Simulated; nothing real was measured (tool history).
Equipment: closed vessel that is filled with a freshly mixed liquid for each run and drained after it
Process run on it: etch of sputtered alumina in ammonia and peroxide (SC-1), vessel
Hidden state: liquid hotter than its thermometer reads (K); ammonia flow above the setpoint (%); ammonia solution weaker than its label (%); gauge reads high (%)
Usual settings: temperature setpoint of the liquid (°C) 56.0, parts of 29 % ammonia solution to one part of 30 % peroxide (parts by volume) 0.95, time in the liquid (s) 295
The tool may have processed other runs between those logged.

run,day,temperature setpoint of the liquid (°C),parts of 29 % ammonia solution to one part of 30 % peroxide (parts by volume),time in the liquid (s),wafers since the last listed run,hours since the thermometer was replaced,hours since the ammonia flow meter was replaced,hours since the drum of ammonia solution was connected,hours since the gauge calibration,"read-back film thickness of the sputtered alumina reference wafer, read on the same gauge (nm)",thickness taken off the sputtered alumina on a monitor wafer (Å)
1,0.000,56.0,0.60,210,0,231.0,826.3,576.7,982.8,29.97,197.1
2,2.242,56.0,0.65,295,6277,284.8,880.1,630.5,1036.6,30.03,279.5
3,6.708,56.0,0.65,295,12508,392.0,987.3,737.7,1143.8,30.02,280.6
4,9.188,56.0,0.95,295,6942,451.5,1046.8,797.2,1203.3,30.02,289.2
5,10.875,56.0,0.95,295,4725,492.0,1087.3,837.7,1243.8,30.00,290.5
6,14.912,56.0,0.80,295,11306,588.9,1184.2,934.6,1340.7,30.02,286.5
# day 15.346: ammonia flow meter replaced
7,18.388,56.0,0.80,295,9614,672.3,73.0,1018.0,1424.1,30.00,285.7
8,22.888,48.0,0.95,340,12601,780.3,181.0,1126.0,1532.1,30.00,217.4
# day 23.617: new drum of ammonia solution connected
9,26.817,56.0,0.95,295,10886,874.6,275.3,76.8,1626.4,29.99,293.6
10,30.129,52.5,0.70,360,9276,954.1,354.8,156.3,1705.9,29.99,289.5
11,38.871,56.0,0.95,295,24480,1163.9,564.6,366.1,1915.7,30.00,296.8
# day 41.092: thermometer replaced
12,41.538,51.0,0.95,295,7351,10.7,628.6,430.1,1979.7,30.00,221.0
13,43.629,56.0,0.95,410,5857,60.9,678.8,480.3,2029.9,30.00,401.5
# day 45.062: gauge calibrated
14,47.271,56.0,0.65,375,10198,148.3,766.2,567.7,53.0,30.02,354.4
15,50.788,56.0,0.95,295,9848,232.7,850.6,652.1,137.4,30.02,289.1
16,52.492,49.0,0.75,400,4772,273.6,891.5,693.0,178.3,30.00,262.9
17,55.917,49.0,1.10,350,9591,355.8,973.7,775.2,260.5,29.99,237.8
# day 60.150: ammonia flow meter replaced
18,60.171,49.5,0.95,360,11796,457.9,0.5,877.3,362.6,30.01,248.8
19,62.221,51.5,0.95,295,5740,507.1,49.7,926.5,411.8,30.03,227.5
20,64.621,51.5,1.10,210,6720,564.7,107.3,984.1,469.4,30.00,164.5
# day 67.862: new drum of ammonia solution connected
21,68.712,65.0,0.95,295,11341,662.9,205.5,20.4,567.6,30.02,462.9
22,71.621,56.0,0.95,295,8144,732.7,275.3,90.2,637.4,30.02,293.8
23,73.692,56.0,0.95,295,5799,782.4,325.0,139.9,687.1,30.02,294.2
24,77.733,59.5,0.95,160,11318,879.4,422.0,236.9,784.1,29.99,190.7
25,79.904,56.0,0.60,210,6079,931.5,474.1,289.0,836.2,30.02,200.0
26,81.696,52.0,0.75,170,5017,974.5,517.1,332.0,879.2,29.99,134.4
27,85.204,64.0,0.95,360,9824,1058.7,601.3,416.2,963.4,29.99,541.2

Branching from run 27: 5 alternative next runs. What would each branch give?
A,85.233,50.0,0.95,295,81,1059.4,602.0,416.9,964.1,?,?
B,85.233,56.0,0.55,295,81,1059.4,602.0,416.9,964.1,?,?
C,85.233,46.5,0.60,200,81,1059.4,602.0,416.9,964.1,?,?
D,85.233,56.0,0.95,465,81,1059.4,602.0,416.9,964.1,?,?
E,85.233,63.5,0.70,400,81,1059.4,602.0,416.9,964.1,?,?

run,"read-back film thickness of the sputtered alumina reference wafer, read on the same gauge (nm)",thickness taken off the sputtered alumina on a monitor wafer (Å)
A,30.00,213.3
B,30.00,279.6
C,30.00,114.0
D,30.00,464.2
E,30.00,570.0
The same runs, with their run-to-run variation unchanged, on a tool lacking any hidden condition would have given:
run,thickness taken off the sputtered alumina on a monitor wafer (Å)
A,210.8
B,276.4
C,112.5
D,458.9
E,564.0
